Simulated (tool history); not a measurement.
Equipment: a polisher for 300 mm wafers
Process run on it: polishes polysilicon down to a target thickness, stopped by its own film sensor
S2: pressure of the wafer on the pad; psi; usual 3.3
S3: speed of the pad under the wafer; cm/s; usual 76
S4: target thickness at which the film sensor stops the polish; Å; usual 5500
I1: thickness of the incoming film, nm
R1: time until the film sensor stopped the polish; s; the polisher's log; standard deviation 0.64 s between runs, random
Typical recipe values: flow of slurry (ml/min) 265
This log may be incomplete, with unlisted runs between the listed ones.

Run 1, day 0: usual settings; I1 1043.1. Result: R1 77.1 s.
Run 2, day 4.225: usual settings; I1 1065.9. Result: R1 81.4 s.
At day 6.392: worn pad replaced by a new one.
Run 3, day 8.033: usual settings; I1 1067. Result: R1 79.6 s.
Run 4, day 10.667: usual settings; I1 1040.7. Result: R1 75.7 s.
Run 5, day 14.804: usual settings; I1 1040.3. Result: R1 79 s.
At day 16.938: slurry nozzle cleaned.
Run 6, day 17.712: usual settings but S2 2.7 psi; I1 1047.4. Result: R1 91 s.
Run 7, day 20.696: usual settings but S2 2.7 psi; I1 1045.7. Result: R1 92.6 s.
Run 8, day 24.917: usual settings but S2 2.7 psi; I1 1045.6. Result: R1 93.6 s.
Run 9, day 27.479: usual settings; I1 1037.3. Result: R1 79.1 s.
At day 28.675: worn pad replaced by a new one.
At day 35.4: slurry nozzle cleaned.
Run 10, day 35.521: usual settings; I1 1036.2. Result: R1 73.9 s.
Run 11, day 37.908: usual settings; I1 1043.4. Result: R1 74.2 s.
Run 12, day 42.367: usual settings; I1 1068.2. Result: R1 81.2 s.
At day 43.808: head pressure recalibrated.
Run 13, day 46.458: usual settings but S3 54 cm/s, S4 4120 Å; I1 1070.3. Result: R1 146.3 s.
At day 47.383: worn pad replaced by a new one.
Run 14, day 48.046: usual settings but flow of slurry (ml/min) 310, S2 4.4 psi, S3 56 cm/s, S4 3790 Å; I1 1054.4. Result: R1 106 s.
Run 15, day 51.329: usual settings but flow of slurry (ml/min) 180, S2 2.1 psi, S3 88 cm/s, S4 4900 Å; I1 1048.6. Result: R1 117.8 s.
At day 58.858: slurry nozzle cleaned.
Run 16, day 58.942: usual settings but flow of slurry (ml/min) 350, S2 3.8 psi, S4 4470 Å; I1 1038.1. Result: R1 78.2 s.
Run 17, day 62.433: usual settings; I1 1032.1. Result: R1 75.3 s.
At day 68.812: worn pad replaced by a new one.
Run 18, day 68.833: usual settings but S4 4350 Å; I1 1055. Result: R1 94.5 s.
Run 19, day 71.817: usual settings but flow of slurry (ml/min) 235, S2 2.4 psi; I1 1032.7. Result: R1 100.1 s.
Run 20, day 75.9: usual settings but flow of slurry (ml/min) 225, S4 4240 Å; I1 1036.9. Result: R1 101.7 s.
Run 21, day 79.567: usual settings; I1 1046.6. Result: R1 80.6 s.
At day 80.75: slurry nozzle cleaned.
Run 22, day 85.033: usual settings but flow of slurry (ml/min) 315, S2 4.4 psi, S3 86 cm/s; I1 1040.5. Result: R1 52.6 s.
Run 23, day 88.621: usual settings but flow of slurry (ml/min) 325, S2 2.8 psi, S3 54 cm/s, S4 4730 Å; I1 1044.4. Result: R1 139.6 s.
At day 90.846: worn pad replaced by a new one.
At day 95.892: head pressure recalibrated.
Run 24, day 100.162: usual settings but flow of slurry (ml/min) 335, S3 92 cm/s; I1 1038.2. Result: R1 64.1 s.
Run 25, day 103.871: usual settings but S2 2.8 psi, S4 4170 Å; I1 1037.4. Result: R1 119.3 s.

4 options for the next run, each taken on its own from the tool as it stands now. Forecast them:
Run A, day 103.892: usual settings but S3 64 cm/s; I1 1041.5. Result: R1 ?.
Run B, day 103.892: usual settings but flow of slurry (ml/min) 205; I1 1041.5. Result: R1 ?.
Run C, day 103.892: usual settings but flow of slurry (ml/min) 305, S3 62 cm/s; I1 1041.5. Result: R1 ?.
Run D, day 103.892: usual settings but flow of slurry (ml/min) 300, S2 3.8 psi, S4 4900 Å; I1 1041.5. Result: R1 ?.

run    R1
  A  98.5
  B  88.6
  C    99
  D  81.9
Take away the tool's hidden state, keep each run's random variation, and the runs would have read:
run    R1
  A  87.4
  B  76.8
  C  88.8
  D  73.4
